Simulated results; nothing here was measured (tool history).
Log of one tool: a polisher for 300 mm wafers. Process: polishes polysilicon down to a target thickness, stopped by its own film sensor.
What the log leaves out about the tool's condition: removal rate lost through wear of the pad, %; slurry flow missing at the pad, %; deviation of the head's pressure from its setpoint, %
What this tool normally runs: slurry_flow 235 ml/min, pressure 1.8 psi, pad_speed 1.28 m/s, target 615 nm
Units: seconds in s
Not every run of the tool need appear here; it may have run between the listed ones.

| run | hour | slurry_flow | pressure | pad_speed | target | wafers since the last listed run | wafers polished on this pad | hours since the slurry nozzle was cleaned | hours since the head pressure was calibrated | incoming thickness of the incoming film, nm | seconds |
|---|---|---|---|---|---|---|---|---|---|---|---|
| 1 | 0 | 235 | 1.8 | 1.28 | 531 | 0 | 982 | 398.1 | 159.8 | 1029.2 | 95.3 |
| 2 | 43.5 | 235 | 1.8 | 1.28 | 531 | 503 | 1486 | 441.6 | 203.3 | 1046.7 | 100.1 |
| 3 | 93.3 | 270 | 1.8 | 1.28 | 645 | 576 | 2062 | 491.4 | 253.1 | 1040.3 | 74 |
|  | 108.5 | slurry nozzle cleaned |
|  | 113.3 | worn pad replaced by a new one |
| 4 | 184.5 | 235 | 1.8 | 1.28 | 615 | 997 | 823 | 76 | 344.3 | 1030.7 | 77.8 |
| 5 | 248.4 | 235 | 1.8 | 1.28 | 615 | 739 | 1563 | 139.9 | 408.2 | 1012.3 | 76.9 |
|  | 266.2 | head pressure recalibrated |
|  | 317.5 | worn pad replaced by a new one |
| 6 | 343.8 | 235 | 1.3 | 1.28 | 615 | 1034 | 304 | 235.3 | 77.6 | 1018.8 | 95.9 |
| 7 | 429.7 | 235 | 1.3 | 1.28 | 615 | 994 | 1299 | 321.2 | 163.5 | 1035.2 | 102.1 |
| 8 | 485.7 | 235 | 1.8 | 1.28 | 615 | 648 | 1947 | 377.2 | 219.5 | 1022.3 | 77.7 |
|  | 502.9 | worn pad replaced by a new one |
| 9 | 562 | 235 | 2.1 | 1.08 | 615 | 836 | 684 | 453.5 | 295.8 | 1029 | 82.9 |
|  | 595.2 | slurry nozzle cleaned |
| 10 | 615.5 | 185 | 1.8 | 1.28 | 615 | 607 | 1292 | 20.3 | 349.3 | 1041.9 | 82.7 |
| 11 | 665.8 | 295 | 1.8 | 1.28 | 615 | 582 | 1874 | 70.6 | 399.6 | 1028.3 | 77 |
|  | 676.9 | worn pad replaced by a new one |
|  | 688.1 | head pressure recalibrated |
| 12 | 745.9 | 200 | 1.4 | 1.28 | 615 | 857 | 775 | 150.7 | 57.8 | 1030.6 | 97.5 |
| 13 | 839.1 | 235 | 1.8 | 1.28 | 615 | 1078 | 1853 | 243.9 | 151 | 1039.6 | 80.4 |
|  | 850.5 | worn pad replaced by a new one |
| 14 | 908.1 | 235 | 2 | 1.4 | 615 | 752 | 666 | 312.9 | 220 | 1022.7 | 65.9 |

Here are 3 independent what-if runs from the current tool condition. What would each one return?
| A | 908.5 | 235 | 1.8 | 1.28 | 615 | 4 | 671 | 313.3 | 220.4 | 1038.6 | ? |
| B | 908.5 | 235 | 1.8 | 1.54 | 615 | 4 | 671 | 313.3 | 220.4 | 1038.6 | ? |
| C | 908.5 | 235 | 1.5 | 1.08 | 652 | 4 | 671 | 313.3 | 220.4 | 1038.6 | ? |

| run | seconds |
|---|---|
| A | 79.5 |
| B | 66.1 |
| C | 97.3 |
Without the tool's unlogged condition, the same runs would have read:
| run | seconds |
|---|---|
| A | 79.5 |
| B | 66.1 |
| C | 97.3 |

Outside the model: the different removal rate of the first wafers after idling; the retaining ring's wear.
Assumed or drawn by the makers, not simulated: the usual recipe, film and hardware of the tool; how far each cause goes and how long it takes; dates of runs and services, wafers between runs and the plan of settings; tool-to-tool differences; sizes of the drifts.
